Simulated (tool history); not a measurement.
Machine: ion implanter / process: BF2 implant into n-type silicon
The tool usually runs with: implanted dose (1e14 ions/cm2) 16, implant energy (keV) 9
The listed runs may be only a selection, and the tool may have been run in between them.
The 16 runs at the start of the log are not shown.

| run | hour | implanted dose (1e14 ions/cm2) | implant energy (keV) | read-back reference wafer on the same gauge, sheet resistance | sheet resistance of the implanted and annealed layer (ohm/square) |
|---|---|---|---|---|---|
| 17 | 1158 | 14.15 | 9 | 137 | 153.9 |
| 18 | 1240.4 | 19.17 | 9 | 137.03 | 146.82 |
| 19 | 1324.6 | 16 | 9 | 137.02 | 149.95 |
| 20 | 1415.2 | 20.63 | 7.5 | 136.92 | 151.58 |
| 21 | 1499.2 | 16 | 9 | 136.95 | 150.18 |
| 22 | 1594.9 | 16 | 10 | 137.04 | 146.65 |
| 23 | 1689.1 | 13.45 | 11.5 | 136.98 | 147.79 |
| 24 | 1765.6 | 20.44 | 9 | 137.02 | 145.72 |
| 25 | 1858.7 | 14.05 | 9 | 137.02 | 155.14 |
| 26 | 1958.3 | 13.99 | 6.5 | 137 | 166.75 |
|  | 1992.8 | Faraday cup replaced and dose calibrated |
| 27 | 2050 | 18.26 | 9 | 137.03 | 147.56 |
| 28 | 2142.1 | 16 | 7 | 137.01 | 157.56 |
| 29 | 2195.3 | 20.77 | 12 | 137.02 | 135.48 |
| 30 | 2261.5 | 14.65 | 10 | 137.02 | 148.8 |
| 31 | 2361.2 | 14.26 | 6 | 137.01 | 166.53 |
| 32 | 2445.1 | 17.7 | 7 | 136.99 | 156.18 |
| 33 | 2501.1 | 20.19 | 11 | 136.97 | 139.27 |
| 34 | 2564.7 | 16 | 9 | 136.98 | 150.13 |

Predict each of these 3 candidate next runs independently; none follows another, all start after run 34:
| A | 2565.1 | 16 | 9 | ? | ? |
| B | 2565.1 | 14.32 | 6.5 | ? | ? |
| C | 2565.1 | 19.39 | 9 | ? | ? |

| run | read-back reference wafer on the same gauge, sheet resistance | sheet resistance of the implanted and annealed layer (ohm/square) |
|---|---|---|
| A | 137 | 150.47 |
| B | 137 | 164.53 |
| C | 137 | 147.09 |
With no hidden state in the tool, these same runs would have given:
| run | sheet resistance of the implanted and annealed layer (ohm/square) |
|---|---|
| A | 149.86 |
| B | 163.83 |
| C | 146.56 |

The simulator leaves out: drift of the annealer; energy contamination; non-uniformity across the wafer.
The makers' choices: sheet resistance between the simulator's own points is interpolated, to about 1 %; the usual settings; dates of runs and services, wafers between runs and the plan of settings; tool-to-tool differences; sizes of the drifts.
